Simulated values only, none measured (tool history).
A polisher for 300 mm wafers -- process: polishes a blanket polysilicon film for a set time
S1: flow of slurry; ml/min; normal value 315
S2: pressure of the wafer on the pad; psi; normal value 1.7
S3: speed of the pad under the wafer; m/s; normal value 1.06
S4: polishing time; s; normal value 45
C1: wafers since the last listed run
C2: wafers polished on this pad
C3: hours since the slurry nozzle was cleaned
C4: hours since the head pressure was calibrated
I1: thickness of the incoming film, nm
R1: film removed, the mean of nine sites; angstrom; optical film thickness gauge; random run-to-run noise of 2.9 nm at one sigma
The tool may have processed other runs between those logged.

run,hour,S1,S2,S3,S4,C1,C2,C3,C4,I1,R1
1,0,265,1.7,0.96,45,0,614,83.6,895.2,2169,1896
2,25.2,265,1.7,0.96,45,306,921,108.8,920.4,2164.4,1913
3,56.4,265,1.7,0.96,45,379,1301,140,951.6,2183.7,1896
4,89,315,1.4,1.06,45,396,1698,172.6,984.2,2169.9,1718
5,102.6,315,1.4,1.06,45,165,1863,186.2,997.8,2213.4,1719
6,137.5,315,1.4,1.06,45,424,2288,221.1,1032.7,2171.4,1679
# hour 154.1: worn pad replaced by a new one
7,170.8,255,1.7,1.06,45,356,203,254.4,1066,2222.5,2045
8,204.7,315,1.7,1.06,45,412,615,288.3,1099.9,2167.1,2067
9,233.7,315,1.7,1.06,45,353,969,317.3,1128.9,2171.4,2064
10,250.5,315,1.7,1.06,45,204,1173,334.1,1145.7,2184.5,2033
11,283.4,315,1.7,1.06,45,400,1574,367,1178.6,2173.4,1974
# hour 295.8: slurry nozzle cleaned
# hour 297.7: head pressure recalibrated
# hour 313.5: worn pad replaced by a new one
12,318.9,315,1.7,1.06,45,348,66,23.1,21.2,2177.7,2092
13,334.2,315,1.7,1.06,45,186,252,38.4,36.5,2194,2124
14,349.7,315,1.3,1.06,45,188,441,53.9,52,2232.6,1650
15,377.9,315,2.1,1.06,50,343,784,82.1,80.2,2198.7,2939
16,407.2,315,2.1,1.06,50,356,1141,111.4,109.5,2213.2,2878
17,437.4,315,1.7,1.06,37,367,1509,141.6,139.7,2162.9,1746
18,457.4,350,1.3,1.16,60,243,1752,161.6,159.7,2174.1,2309
19,487.2,360,2.1,1.06,45,362,2115,191.4,189.5,2189.2,2624
# hour 498.8: worn pad replaced by a new one
20,587.9,315,1.7,1.06,38,1177,1085,292.1,290.2,2142.5,1709
21,618.4,315,1.4,1.06,60,371,1456,322.6,320.7,2191.5,2206
22,647.3,315,1.7,1.06,60,351,1808,351.5,349.6,2209.3,2765
# hour 659.5: worn pad replaced by a new one
23,663.5,315,1.7,1.06,45,148,48,367.7,365.8,2220,1967
# hour 689.1: slurry nozzle cleaned
24,689.6,350,1.7,1.06,45,305,354,0.5,391.9,2174.3,2140
25,705,315,1.7,1.06,45,187,541,15.9,407.3,2188.1,2135
26,737.5,315,1.7,1.06,45,395,937,48.4,439.8,2172.9,2125
27,755.1,270,2.1,1.16,38,214,1151,66,457.4,2207.8,2366
28,780.9,315,1.7,1.28,45,314,1466,91.8,483.2,2213.8,2426
29,810.1,315,1.7,1.06,45,355,1821,121,512.4,2172.5,2159
# hour 831.7: worn pad replaced by a new one
30,841.3,315,1.7,1.06,31,331,116,152.2,543.6,2198.1,1453
31,864.2,380,2.3,1.38,29,278,395,175.1,566.5,2181.9,2282
32,900.1,315,1.7,1.06,45,437,832,211,602.4,2209.2,2046

For each run, what was the tool's unlogged condition?
removal rate lost through wear of the pad, %: 0 at every run
deviation of the head's pressure from its setpoint, %: 0 at every run
H1: slurry flow missing at the pad, %
run,H1
1,10.8
2,13.5
3,16.9
4,20.5
5,22
6,25.8
7,29.4
8,33.1
9,36.2
10,38.1
11,41.6
12,3.34
13,5.01
14,6.69
15,9.76
16,12.9
17,16.2
18,18.4
19,21.7
20,32.6
21,35.9
22,39.1
23,40.8
24,4.77
25,6.44
26,9.98
27,11.9
28,14.7
29,17.9
30,21.3
31,23.8
32,27.7
